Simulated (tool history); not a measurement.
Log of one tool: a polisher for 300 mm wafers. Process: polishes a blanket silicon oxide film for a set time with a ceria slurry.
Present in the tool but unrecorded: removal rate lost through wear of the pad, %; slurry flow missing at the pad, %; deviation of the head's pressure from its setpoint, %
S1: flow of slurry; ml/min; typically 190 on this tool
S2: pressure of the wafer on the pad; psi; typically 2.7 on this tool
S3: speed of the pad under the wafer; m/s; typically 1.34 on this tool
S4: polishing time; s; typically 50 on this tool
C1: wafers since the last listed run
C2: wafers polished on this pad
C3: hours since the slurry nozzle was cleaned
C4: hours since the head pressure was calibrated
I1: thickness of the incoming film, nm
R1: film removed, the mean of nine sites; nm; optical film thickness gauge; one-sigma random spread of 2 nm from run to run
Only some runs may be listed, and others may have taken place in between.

| run | hour | S1 | S2 | S3 | S4 | C1 | C2 | C3 | C4 | I1 | R1 |
|---|---|---|---|---|---|---|---|---|---|---|---|
| 1 | 0 | 190 | 2.7 | 1.34 | 50 | 0 | 149 | 140.2 | 1344.2 | 1803.5 | 227.7 |
| 2 | 19.1 | 190 | 2.7 | 1.34 | 50 | 279 | 429 | 159.3 | 1363.3 | 1820 | 231.8 |
| 3 | 25.4 | 190 | 2.7 | 1.34 | 50 | 92 | 521 | 165.6 | 1369.6 | 1808.4 | 229.2 |
| 4 | 40.9 | 145 | 2.7 | 1.34 | 50 | 227 | 749 | 181.1 | 1385.1 | 1778.8 | 217.9 |
| 5 | 49.7 | 145 | 2.7 | 1.34 | 50 | 128 | 878 | 189.9 | 1393.9 | 1799.2 | 218.7 |
|  | 57.9 | slurry nozzle cleaned |
| 6 | 58.4 | 145 | 2.7 | 1.34 | 50 | 112 | 990 | 0.5 | 1402.6 | 1810.9 | 218.3 |
| 7 | 66.4 | 190 | 2.7 | 1.44 | 50 | 117 | 1108 | 8.5 | 1410.6 | 1821.7 | 237.3 |
| 8 | 80 | 190 | 2.7 | 1.44 | 50 | 199 | 1307 | 22.1 | 1424.2 | 1794.1 | 237.1 |
| 9 | 88.1 | 190 | 2.7 | 1.44 | 50 | 118 | 1426 | 30.2 | 1432.3 | 1793.4 | 234.2 |
|  | 92.4 | worn pad replaced by a new one |
|  | 104.8 | head pressure recalibrated |
| 10 | 105.1 | 190 | 3.2 | 1.34 | 50 | 161 | 156 | 47.2 | 0.3 | 1813.6 | 313 |
| 11 | 117.9 | 190 | 3.2 | 1.34 | 50 | 187 | 344 | 60 | 13.1 | 1805.1 | 310 |
| 12 | 133.1 | 190 | 2.7 | 1.34 | 50 | 222 | 567 | 75.2 | 28.3 | 1795.1 | 261.4 |
| 13 | 140 | 190 | 2.7 | 1.34 | 50 | 101 | 668 | 82.1 | 35.2 | 1769 | 259.9 |
| 14 | 157.4 | 190 | 2.7 | 1.34 | 50 | 255 | 923 | 99.5 | 52.6 | 1788.9 | 260.6 |
| 15 | 172 | 235 | 2.7 | 1.34 | 34 | 213 | 1137 | 114.1 | 67.2 | 1802.8 | 182.4 |
| 16 | 179 | 190 | 2.7 | 1.34 | 50 | 102 | 1239 | 121.1 | 74.2 | 1803.5 | 262.8 |
|  | 196.6 | worn pad replaced by a new one |
| 17 | 197.1 | 190 | 2.7 | 1.34 | 50 | 206 | 7 | 139.2 | 92.3 | 1818.5 | 258.4 |
| 18 | 206.9 | 235 | 3.3 | 1.68 | 58 | 143 | 151 | 149 | 102.1 | 1784.2 | 442.3 |
| 19 | 240.9 | 255 | 2.7 | 0.94 | 50 | 498 | 649 | 183 | 136.1 | 1821.4 | 223.2 |
|  | 247.8 | slurry nozzle cleaned |
| 20 | 251.4 | 190 | 2.7 | 1.34 | 50 | 139 | 789 | 3.6 | 146.6 | 1772.6 | 260.1 |
| 21 | 269.3 | 190 | 1.8 | 1.54 | 50 | 262 | 1051 | 21.5 | 164.5 | 1804.1 | 188 |
| 22 | 284 | 190 | 3 | 1.18 | 45 | 215 | 1266 | 36.2 | 179.2 | 1806.9 | 243.5 |
| 23 | 293.8 | 190 | 2.7 | 1.34 | 63 | 143 | 1410 | 46 | 189 | 1789.3 | 325.8 |
| 24 | 303.8 | 220 | 3.6 | 1.18 | 50 | 146 | 1557 | 56 | 199 | 1803 | 323.8 |
| 25 | 319.2 | 190 | 2.7 | 0.9 | 50 | 225 | 1782 | 71.4 | 214.4 | 1815.9 | 209.7 |
|  | 325.7 | worn pad replaced by a new one |
| 26 | 335.2 | 190 | 2.7 | 1.34 | 50 | 175 | 139 | 87.4 | 230.4 | 1799.5 | 260.9 |
| 27 | 342 | 165 | 2.7 | 1.34 | 50 | 99 | 239 | 94.2 | 237.2 | 1813.9 | 257.7 |
| 28 | 357.8 | 215 | 3.4 | 1.34 | 50 | 231 | 470 | 110 | 253 | 1823.3 | 330.3 |
| 29 | 374.4 | 215 | 1.9 | 0.94 | 50 | 243 | 713 | 126.6 | 269.6 | 1834.9 | 153.5 |
| 30 | 391.3 | 190 | 3.4 | 1.34 | 50 | 247 | 961 | 143.5 | 286.5 | 1784.4 | 325.2 |
| 31 | 407.7 | 190 | 2.7 | 1.22 | 50 | 240 | 1201 | 159.9 | 302.9 | 1795.1 | 243 |
| 32 | 420 | 190 | 2.7 | 1.34 | 50 | 180 | 1382 | 172.2 | 315.2 | 1808 | 255.9 |
| 33 | 430 | 155 | 2.7 | 1.34 | 50 | 146 | 1528 | 182.2 | 325.2 | 1804.2 | 248.2 |
|  | 435.4 | slurry nozzle cleaned |
| 34 | 437.7 | 190 | 2.7 | 0.98 | 50 | 98 | 1627 | 2.3 | 332.9 | 1798 | 215.6 |
| 35 | 448 | 190 | 2.7 | 1.34 | 45 | 150 | 1777 | 12.6 | 343.2 | 1817.5 | 231.5 |
|  | 456.7 | worn pad replaced by a new one |
| 36 | 457.2 | 240 | 2.4 | 1.34 | 50 | 76 | 7 | 21.8 | 352.4 | 1779 | 233 |
| 37 | 472.7 | 130 | 1.9 | 1.08 | 32 | 227 | 234 | 37.3 | 367.9 | 1802.1 | 95.6 |

List, for all runs, the conditions of the tool that the log does not record:
removal rate lost through wear of the pad, %: 0 at every run
slurry flow missing at the pad, %: 0 at every run
H1: deviation of the head's pressure from its setpoint, %
| run | H1 |
|---|---|
| 1 | -13.5 |
| 2 | -13.6 |
| 3 | -13.7 |
| 4 | -13.8 |
| 5 | -13.9 |
| 6 | -14 |
| 7 | -14 |
| 8 | -14.2 |
| 9 | -14.2 |
| 10 | 0.529 |
| 11 | 0.42 |
| 12 | 0.289 |
| 13 | 0.23 |
| 14 | 0.0809 |
| 15 | -0.0442 |
| 16 | -0.104 |
| 17 | -0.259 |
| 18 | -0.343 |
| 19 | -0.635 |
| 20 | -0.725 |
| 21 | -0.878 |
| 22 | -1 |
| 23 | -1.09 |
| 24 | -1.17 |
| 25 | -1.31 |
| 26 | -1.44 |
| 27 | -1.5 |
| 28 | -1.64 |
| 29 | -1.78 |
| 30 | -1.92 |
| 31 | -2.06 |
| 32 | -2.17 |
| 33 | -2.26 |
| 34 | -2.32 |
| 35 | -2.41 |
| 36 | -2.49 |
| 37 | -2.62 |

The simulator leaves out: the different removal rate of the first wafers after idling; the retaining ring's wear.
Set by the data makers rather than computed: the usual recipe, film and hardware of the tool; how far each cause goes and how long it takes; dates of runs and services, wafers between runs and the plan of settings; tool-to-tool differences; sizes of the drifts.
